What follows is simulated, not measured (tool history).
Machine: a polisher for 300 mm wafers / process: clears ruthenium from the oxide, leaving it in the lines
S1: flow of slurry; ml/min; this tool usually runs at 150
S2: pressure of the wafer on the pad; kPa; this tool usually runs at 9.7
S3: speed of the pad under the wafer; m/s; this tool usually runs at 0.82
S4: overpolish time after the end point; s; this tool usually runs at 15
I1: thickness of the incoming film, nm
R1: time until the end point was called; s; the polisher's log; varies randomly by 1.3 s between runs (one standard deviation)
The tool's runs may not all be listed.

run 1 hour=0 | S1=170 S2=9.7 S3=0.82 S4=15 | I1=85.4 | R1=135
run 2 hour=26.1 | S1=170 S2=9.7 S3=0.82 S4=15 | I1=86 | R1=136.6
run 3 hour=55.9 | S1=150 S2=9.7 S3=0.82 S4=15 | I1=84.5 | R1=141.1
run 4 hour=74.8 | S1=150 S2=9.7 S3=0.82 S4=15 | I1=85.4 | R1=144.9
run 5 hour=109.8 | S1=150 S2=9.7 S3=0.98 S4=15 | I1=84.6 | R1=110.5
run 6 hour=139.7 | S1=150 S2=9.7 S3=0.82 S4=10 | I1=84.5 | R1=131
run 7 hour=155.6 | S1=150 S2=9.7 S3=0.82 S4=10 | I1=84.7 | R1=129.6
run 8 hour=178.8 | S1=150 S2=11.7 S3=0.82 S4=15 | I1=84.5 | R1=111.1
run 9 hour=202 | S1=150 S2=9.7 S3=0.82 S4=15 | I1=83.4 | R1=126.5
run 10 hour=219.3 | S1=150 S2=9.7 S3=0.82 S4=15 | I1=85.3 | R1=133.5
run 11 hour=242.3 | S1=150 S2=9.7 S3=0.82 S4=15 | I1=85.7 | R1=134.2
run 12 hour=257.5 | S1=150 S2=9.7 S3=0.82 S4=15 | I1=84.5 | R1=131.3
run 13 hour=277.5 | S1=150 S2=9.7 S3=0.82 S4=15 | I1=85 | R1=135.3
run 14 hour=308.1 | S1=150 S2=9.7 S3=0.82 S4=15 | I1=85.8 | R1=135.6
run 15 hour=326.1 | S1=150 S2=9.7 S3=0.82 S4=15 | I1=85.1 | R1=132.9
run 16 hour=354.2 | S1=150 S2=9.7 S3=0.82 S4=15 | I1=85.6 | R1=136.1
run 17 hour=377.8 | S1=150 S2=9.7 S3=0.72 S4=15 | I1=84.8 | R1=153.8
run 18 hour=395.8 | S1=150 S2=9.7 S3=0.72 S4=15 | I1=85 | R1=157.9
run 19 hour=427.6 | S1=150 S2=9.7 S3=0.82 S4=15 | I1=84.8 | R1=139.2
run 20 hour=450.2 | S1=150 S2=9.7 S3=1 S4=12 | I1=86.8 | R1=115.7
run 21 hour=473.4 | S1=150 S2=9.7 S3=0.82 S4=10 | I1=85 | R1=137
run 22 hour=495.8 | S1=190 S2=9.7 S3=0.82 S4=15 | I1=83.6 | R1=133
run 23 hour=512.1 | S1=150 S2=9.7 S3=0.82 S4=19 | I1=86.2 | R1=128.4
run 24 hour=542.8 | S1=150 S2=12.4 S3=0.82 S4=15 | I1=86 | R1=109
run 25 hour=571 | S1=190 S2=9.7 S3=0.82 S4=15 | I1=84.4 | R1=125.9
run 26 hour=585.1 | S1=150 S2=11 S3=0.82 S4=15 | I1=84.4 | R1=120
run 27 hour=614 | S1=190 S2=11 S3=1.06 S4=15 | I1=84.3 | R1=86.5
run 28 hour=677.8 | S1=150 S2=9.7 S3=0.82 S4=15 | I1=85 | R1=133.1
run 29 hour=700 | S1=110 S2=9.7 S3=0.82 S4=15 | I1=85.6 | R1=147.7
run 30 hour=714.4 | S1=130 S2=9.7 S3=1.06 S4=15 | I1=84 | R1=105.9
run 31 hour=739.6 | S1=150 S2=9.7 S3=0.82 S4=15 | I1=85.2 | R1=132.7
run 32 hour=774.2 | S1=190 S2=9.7 S3=0.82 S4=21 | I1=85.4 | R1=131.6
run 33 hour=809.2 | S1=170 S2=8.3 S3=0.62 S4=8 | I1=84.7 | R1=196.8
run 34 hour=833.5 | S1=200 S2=6.9 S3=0.56 S4=15 | I1=85.8 | R1=240.7
run 35 hour=847.4 | S1=150 S2=11.7 S3=0.9 S4=19 | I1=83.8 | R1=106
run 36 hour=860.8 | S1=150 S2=9.7 S3=0.74 S4=24 | I1=84 | R1=150
run 37 hour=885.7 | S1=150 S2=7.6 S3=0.82 S4=15 | I1=83.4 | R1=162.7
run 38 hour=912.1 | S1=150 S2=9.7 S3=0.82 S4=15 | I1=84.5 | R1=140.3

Between the runs listed above, the log contained 7 entries, not reproduced here. Where in the sequence does each belong, and how does what the log doesn't record of the tool's condition differ from the listed run before to the listed run after?
Runs 4 to 5: slurry nozzle cleaned (hour 93.6)
  slurry flow missing at the pad, %: 37.1 -> 2.93
  difference, measured minus the result without the unlogged condition, R1: +13 -> +0.5 s
Runs 8 to 9: worn pad replaced by a new one (hour 184.1)
  slurry flow missing at the pad, %: 8.54 -> 10.4
  difference, measured minus the result without the unlogged condition, R1: +1.7 -> +2.4 s
Runs 16 to 17: worn pad replaced by a new one (hour 377.3)
  slurry flow missing at the pad, %: 22.8 -> 24.7
  difference, measured minus the result without the unlogged condition, R1: +6.4 -> +8 s
Runs 18 to 19: head pressure recalibrated (hour 423.6)
  slurry flow missing at the pad, %: 26.2 -> 28.8
  difference, measured minus the result without the unlogged condition, R1: +8.8 -> +8.8 s
Runs 22 to 23: slurry nozzle cleaned (hour 511.6)
  slurry flow missing at the pad, %: 34.3 -> 0.474
  difference, measured minus the result without the unlogged condition, R1: +8.7 -> +0.2 s
Runs 26 to 27: worn pad replaced by a new one (hour 612.4)
  slurry flow missing at the pad, %: 6.41 -> 8.77
  difference, measured minus the result without the unlogged condition, R1: +1.4 -> +1.1 s
Runs 33 to 34: worn pad replaced by a new one (hour 817.7)
  slurry flow missing at the pad, %: 24.6 -> 26.6
  difference, measured minus the result without the unlogged condition, R1: +9.2 -> +10.7 s
